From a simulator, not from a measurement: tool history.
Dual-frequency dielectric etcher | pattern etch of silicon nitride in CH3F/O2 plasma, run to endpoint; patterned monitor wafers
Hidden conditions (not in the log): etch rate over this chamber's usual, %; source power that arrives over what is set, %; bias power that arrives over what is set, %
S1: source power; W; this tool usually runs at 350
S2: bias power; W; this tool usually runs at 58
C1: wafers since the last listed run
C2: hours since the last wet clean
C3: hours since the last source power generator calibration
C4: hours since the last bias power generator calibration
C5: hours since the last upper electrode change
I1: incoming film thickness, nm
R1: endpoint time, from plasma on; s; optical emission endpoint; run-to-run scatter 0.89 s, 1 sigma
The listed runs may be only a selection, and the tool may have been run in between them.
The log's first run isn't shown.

-- hour=72.3 wet clean of the chamber
run 2 hour=72.8 | S1=420 S2=58 | C1=342 C2=0.5 C3=2518.8 C4=2550.1 C5=3120 | I1=87 | R1=98
run 3 hour=145.7 | S1=350 S2=58 | C1=512 C2=73.4 C3=2591.7 C4=2623 C5=3192.9 | I1=87.6 | R1=104
run 4 hour=240.7 | S1=350 S2=58 | C1=667 C2=168.4 C3=2686.7 C4=2718 C5=3287.9 | I1=87.6 | R1=103.3
run 5 hour=328 | S1=350 S2=58 | C1=613 C2=255.7 C3=2774 C4=2805.3 C5=3375.2 | I1=87.9 | R1=104.7
run 6 hour=416.3 | S1=350 S2=58 | C1=620 C2=344 C3=2862.3 C4=2893.6 C5=3463.5 | I1=88.1 | R1=103.2
run 7 hour=476.3 | S1=350 S2=58 | C1=421 C2=404 C3=2922.3 C4=2953.6 C5=3523.5 | I1=87 | R1=102.3
run 8 hour=517.4 | S1=350 S2=62 | C1=288 C2=445.1 C3=2963.4 C4=2994.7 C5=3564.6 | I1=87.5 | R1=98.8
run 9 hour=599.2 | S1=350 S2=58 | C1=574 C2=526.9 C3=3045.2 C4=3076.5 C5=3646.4 | I1=87.4 | R1=100.5
run 10 hour=676.3 | S1=430 S2=46 | C1=541 C2=604 C3=3122.3 C4=3153.6 C5=3723.5 | I1=87.5 | R1=98.6
-- hour=769.3 wet clean of the chamber
run 11 hour=769.8 | S1=350 S2=58 | C1=488 C2=0.5 C3=3215.8 C4=3247.1 C5=3817 | I1=88 | R1=106.2
run 12 hour=825.2 | S1=350 S2=46 | C1=389 C2=55.9 C3=3271.2 C4=3302.5 C5=3872.4 | I1=87.6 | R1=112
run 13 hour=880.6 | S1=280 S2=49 | C1=389 C2=111.3 C3=3326.6 C4=3357.9 C5=3927.8 | I1=87.4 | R1=118.5
-- hour=890.1 bias power generator calibrated
run 14 hour=961.2 | S1=430 S2=63 | C1=538 C2=191.9 C3=3407.2 C4=71.1 C5=4008.4 | I1=87.3 | R1=92.8
run 15 hour=1061.5 | S1=290 S2=65 | C1=704 C2=292.2 C3=3507.5 C4=171.4 C5=4108.7 | I1=87.4 | R1=104.3
run 16 hour=1154.9 | S1=270 S2=50 | C1=656 C2=385.6 C3=3600.9 C4=264.8 C5=4202.1 | I1=87.8 | R1=115.7
run 17 hour=1207.1 | S1=280 S2=64 | C1=366 C2=437.8 C3=3653.1 C4=317 C5=4254.3 | I1=87.8 | R1=108
run 18 hour=1308.5 | S1=350 S2=58 | C1=712 C2=539.2 C3=3754.5 C4=418.4 C5=4355.7 | I1=88.4 | R1=102.5

Run 19, settings as shown, results not yet in. Your forecast:
run 19 hour=1411.3 | S1=350 S2=58 | C1=722 C2=642 C3=3857.3 C4=521.2 C5=4458.5 | I1=86.9 | R1=?

Run 19 yielded R1 97.4 s.
The same run, on a tool lacking any hidden state, would have yielded R1 102.7 s.
